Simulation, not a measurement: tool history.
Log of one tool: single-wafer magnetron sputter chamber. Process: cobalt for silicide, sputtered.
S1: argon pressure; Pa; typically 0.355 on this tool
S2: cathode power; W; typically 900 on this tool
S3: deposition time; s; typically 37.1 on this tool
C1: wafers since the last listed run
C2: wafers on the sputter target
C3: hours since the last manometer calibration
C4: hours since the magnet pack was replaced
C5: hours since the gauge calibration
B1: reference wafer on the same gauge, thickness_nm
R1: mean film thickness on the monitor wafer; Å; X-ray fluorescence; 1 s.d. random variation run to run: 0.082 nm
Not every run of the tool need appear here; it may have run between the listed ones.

run    hour     S1    S2    S3    C1    C2      C3      C4     C5      B1      R1
  1       0  0.355   900  37.1     0  7417   731.8  6579.7  350.2  16.616  171.23
       36.8  -- sputter target and shields replaced
  2    85.1  0.355   900  37.1  2474  1551   816.9  6664.8  435.3  16.605  170.56
  3   107.1  0.355   900  37.1   706  2257   838.9  6686.8  457.3  16.611   172.4
  4   131.1  0.355   900  37.1   770  3028   862.9  6710.8  481.3  16.622  170.05
  5   160.8  0.355   900  37.1   953  3981   892.6  6740.5    511  16.638  171.12
  6   186.2  0.355   900  37.1   815  4797     918  6765.9  536.4  16.592  170.87
  7   218.1  0.429   900  37.1  1024  5821   949.9  6797.8  568.3   16.61  166.18
      268.8  -- sputter target and shields replaced
  8   307.9  0.355   750  37.1  2625  1256  1039.7  6887.6  658.1  16.596  142.54
  9   379.8  0.355   750  37.1  2308  3564  1111.6  6959.5    730  16.614  141.92
 10     413  0.355   750  37.1  1065  4629  1144.8  6992.7  763.2  16.615  141.35
 11   428.6  0.456   900  37.1   500  5130  1160.4  7008.3  778.8    16.6  163.54
 12   459.9  0.355   900  37.1  1004  6135  1191.7  7039.6  810.1  16.607  169.67
      464.2  -- gauge calibrated
 13   490.4  0.355   900  37.1   979  7114  1222.2  7070.1   26.2  16.599  169.47
      511.6  -- sputter target and shields replaced
 14   523.8  0.355   900  37.1   815   390  1255.6  7103.5   59.6  16.586  170.55
      544.8  -- magnet pack replaced
 15   548.2  0.355   900  37.1   526   917    1280     3.4     84  16.603  171.88
 16   568.3  0.405   800  37.1   645  1562  1300.1    23.5  104.1  16.568  147.62
 17   666.2  0.355   700  41.2  3142  4705    1398   121.4    202  16.585  147.59
 18   693.1  0.355   900  37.1   863  5568  1424.9   148.3  228.9  16.605  170.75
      731.7  -- capacitance manometer re-zeroed and calibrated
 19   732.2  0.213  1050  33.8   998  6566     0.5   187.4    268  16.576  191.49
 20   738.9  0.355   900  37.1   215  6782     7.2   194.1  274.7  16.578  171.65
      757.3  -- sputter target and shields replaced
 21   761.5  0.393   800  33.2   468   134    29.8   216.7  297.3  16.591  132.85
 22   776.3  0.355   900  37.1   475   610    44.6   231.5  312.1  16.605  169.82
 23   794.2   0.41   800  39.4   574  1184    62.5   249.4    330  16.651  156.96
 24     813  0.355   900  37.1   603  1788    81.3   268.2  348.8  16.626  170.77
 25   827.2  0.218   900  34.9   455  2244    95.5   282.4    363  16.587  169.66
 26   841.6  0.355   900  31.6   462  2706   109.9   296.8  377.4  16.608  144.77
 27   865.2  0.355  1100  44.1   757  3463   133.5   320.4    401  16.628  249.47
 28   886.9  0.403  1100  30.9   696  4160   155.2   342.1  422.7  16.594   169.2
 29     922  0.355   900  44.1  1126  5287   190.3   377.2  457.8  16.622  200.97
 30   947.1  0.477   900  37.1   805  6092   215.4   402.3  482.9  16.606  162.32
      980.1  -- sputter target and shields replaced
 31   980.6  0.293  1050  37.1   818    16   248.9   435.8  516.4  16.609  203.97
 32   995.2  0.355   900  37.1   468   484   263.5   450.4    531  16.612  170.13
 33  1012.9  0.355   900  37.1   568  1052   281.2   468.1  548.7  16.624  168.93
 34  1046.8  0.411  1100    44  1088  2141   315.1     502  582.6  16.582   241.1
 35  1068.4  0.355   900  37.1   693  2834   336.7   523.6  604.2  16.588  169.21

Each row is a separate what-if for the run after 35, all from the same tool condition, not one after another. Results?
  A  1068.8  0.258  900  37.1  12  2847  337.1  524  604.6   ?   ?
  B  1068.8  0.464  900  37.1  12  2847  337.1  524  604.6   ?   ?
  C  1068.8  0.418  900    31  12  2847  337.1  524  604.6   ?   ?
  D  1068.8  0.492  800  40.2  12  2847  337.1  524  604.6   ?   ?

run      B1      R1
  A  16.589  176.54
  B  16.589  163.29
  C  16.589  138.81
  D  16.589  155.64
Had the tool no hidden state, the same runs would have come out as:
run      R1
  A  176.54
  B  163.29
  C  138.81
  D  155.64
